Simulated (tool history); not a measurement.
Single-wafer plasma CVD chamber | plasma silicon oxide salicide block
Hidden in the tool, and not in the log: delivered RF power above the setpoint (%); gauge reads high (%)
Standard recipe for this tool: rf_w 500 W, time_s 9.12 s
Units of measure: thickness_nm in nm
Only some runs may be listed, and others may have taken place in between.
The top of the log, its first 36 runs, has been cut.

run    hour  rf_w  time_s  wafers since the last listed run  hours since the last RF generator calibration  hours since the showerhead was replaced  hours since the gauge calibration  read-back reference wafer on the same gauge, thickness_nm  thickness_nm
 37  2987.5   500    9.12                              2623                                          387.0                                   1641.9                             1716.8                                                     96.592        84.683
 38  3079.9   590   10.81                              2690                                          479.4                                   1734.3                             1809.2                                                     96.601       107.148
 39  3161.8   570   10.10                              2384                                          561.3                                   1816.2                             1891.1                                                     96.602        98.952
 40  3264.8   500    7.53                              2998                                          664.3                                   1919.2                             1994.1                                                     96.612        70.147
 41  3367.1   565   10.01                              2978                                          766.6                                   2021.5                             2096.4                                                     96.551        97.779
 42  3444.5   500    9.12                              2253                                          844.0                                   2098.9                             2173.8                                                     96.565        84.910
 43  3492.1   530   10.37                              1385                                          891.6                                   2146.5                             2221.4                                                     96.661        98.816
 44  3583.9   440    8.00                              2672                                          983.4                                   2238.3                             2313.2                                                     96.534        70.898

Below are 4 alternative next runs, each starting from the tool's condition after run 44. Predict each:
  A  3584.3   500    9.12                                11                                          983.8                                   2238.7                             2313.6                                                          ?             ?
  B  3584.3   600    9.59                                11                                          983.8                                   2238.7                             2313.6                                                          ?             ?
  C  3584.3   470   10.17                                11                                          983.8                                   2238.7                             2313.6                                                          ?             ?
  D  3584.3   580    7.88                                11                                          983.8                                   2238.7                             2313.6                                                          ?             ?

run  read-back reference wafer on the same gauge, thickness_nm  thickness_nm
  A                                                     96.554        84.795
  B                                                     96.554        95.754
  C                                                     96.554        92.207
  D                                                     96.554        77.667
With no hidden state in the tool, these same runs would have given:
run  thickness_nm
  A        84.795
  B        95.754
  C        92.207
  D        77.667
